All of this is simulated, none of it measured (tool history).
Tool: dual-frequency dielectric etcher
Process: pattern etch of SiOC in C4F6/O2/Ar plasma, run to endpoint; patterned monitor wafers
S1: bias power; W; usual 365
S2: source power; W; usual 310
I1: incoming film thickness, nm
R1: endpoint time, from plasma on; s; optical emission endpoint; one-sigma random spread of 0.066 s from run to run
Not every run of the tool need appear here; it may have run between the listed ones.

run	hour	S1	S2	I1	R1
1	0	365	310	49.78	19.3
2	19.3	365	310	49.58	19
3	82.8	365	310	50.02	19.4
4	108.4	365	310	50.03	19.2
5	132.6	365	310	49.85	19.2
6	151.5	365	310	49.54	19.1
7	164.2	365	310	50.15	19.4
8	221.2	365	310	49.96	19.2
9	238.1	365	310	49.74	19.2
10	259.6	365	310	50.06	19.2
11	281.2	365	310	49.88	19.3
12	299.6	365	260	49.86	20.1
13	323.4	365	260	49.8	20.1
14	340	365	380	50.23	18.3
15	354	365	340	49.97	18.7
16	383.3	445	310	49.9	17.7
17	397.1	365	260	50.11	20.3
18	420.8	391	310	49.74	18.7
19	476.5	396	370	49.53	17.5
20	476.8	450	250	50.19	18.9
21	503.9	365	310	49.82	19.1
22	524.7	365	310	49.48	19.1
23	537.9	437	310	50.31	18.1
24	569.9	365	310	49.95	19.3
25	598.3	314	360	50.24	19.7
26	614.4	389	380	50.04	17.8

Put back what was entered between runs (4 entries, withheld): which listed runs does each sit between, and how does the hidden state differ from the listed run before to the listed run after?
Run 7 -> run 8: bias power generator calibrated (hour 220.7)
  no difference in the tool's unlogged condition between these two runs
Run 18 -> run 19: source power generator calibrated (hour 442.6); wet clean of the chamber (hour 465.8); upper electrode replaced (hour 476)
  no difference in the tool's unlogged condition between these two runs
